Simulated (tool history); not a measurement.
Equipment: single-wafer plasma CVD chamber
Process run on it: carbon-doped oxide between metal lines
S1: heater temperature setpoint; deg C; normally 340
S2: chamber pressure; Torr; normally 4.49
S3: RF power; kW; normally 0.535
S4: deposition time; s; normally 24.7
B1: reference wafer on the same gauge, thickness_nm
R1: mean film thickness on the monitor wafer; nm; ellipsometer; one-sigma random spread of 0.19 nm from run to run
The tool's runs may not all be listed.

run   hour   S1    S2     S3    S4       B1       R1
  1      0  329  4.49  0.535  24.7  102.981  130.109
  2   22.7  329  4.49  0.535  24.7  102.972  129.772
      39.6  -- thermocouple changed; heater temperature recalibrated
  3   56.2  340  4.49  0.535  24.7  102.991   122.98
  4   78.1  340  5.12  0.535  24.7  103.021  124.308
  5  108.8  340  4.49  0.535  24.7  102.995  122.768
  6  144.3  340  4.49  0.535  24.7  102.944  122.893
  7  177.6  340  4.49    0.6  24.7  103.012  131.455
  8  209.6  340  4.49    0.6  24.7  102.972  131.294
  9  225.5  340  4.49  0.535  24.7  103.025   122.71
 10  249.6  340  3.66  0.535  27.5  102.948  134.048
     262.2  -- gauge calibrated
       273  -- showerhead replaced
     274.1  -- RF generator calibrated
 11  274.6  340  4.92   0.48  22.1  103.042  106.706
 12  282.7  340  5.04  0.535  24.7  103.008  126.971
 13  299.7  350  4.88   0.44  29.6  103.059  130.736
 14  322.8  340  5.53  0.535  24.7  103.041  128.052
 15  343.7  340  4.49  0.535  24.7  102.977  125.437
 16  372.5  340  5.19  0.535  24.7  103.021  127.427
 17  388.9  340  4.24  0.535    22  102.965  111.125
 18    402  340  3.44  0.535  24.7  103.003  122.435
 19  420.7  340  3.66  0.635  24.7  103.004  136.138
 20  448.2  340  4.49  0.535  24.7  102.976  125.381
     466.4  -- capacitance manometer re-zeroed and calibrated
 21  533.9  326  4.17  0.535  21.4  103.007   112.93
 22  564.6  354  5.53  0.595  21.5  102.928  114.117
 23  591.9  340  3.41  0.535  22.1  103.039  109.918
 24  616.6  340  4.49  0.535  24.7  102.995  125.089
 25  634.6  340  4.49  0.535  29.1  102.941    146.7
 26  687.8  340  4.49  0.535  27.5  102.986  139.481
 27  701.1  346  3.95  0.435  23.1  102.973  100.141

Here are 5 independent what-if runs from the current tool condition. What would each one return?
  A  701.5  340  4.49  0.535  24.7   ?   ?
  B  701.5  330  4.49   0.49  24.7   ?   ?
  C  701.5  340  4.49  0.625  24.7   ?   ?
  D  701.5  332  4.49   0.48  24.7   ?   ?
  E  701.5  326  4.77  0.535  24.7   ?   ?

run       B1       R1
  A  103.008  124.809
  B  103.008  121.993
  C  103.008    136.7
  D  103.008  119.761
  E  103.008  130.973
The same runs, with their run-to-run variation unchanged, on a tool lacking any hidden condition would have given:
run       R1
  A  125.561
  B  122.728
  C  137.485
  D  120.494
  E  131.694

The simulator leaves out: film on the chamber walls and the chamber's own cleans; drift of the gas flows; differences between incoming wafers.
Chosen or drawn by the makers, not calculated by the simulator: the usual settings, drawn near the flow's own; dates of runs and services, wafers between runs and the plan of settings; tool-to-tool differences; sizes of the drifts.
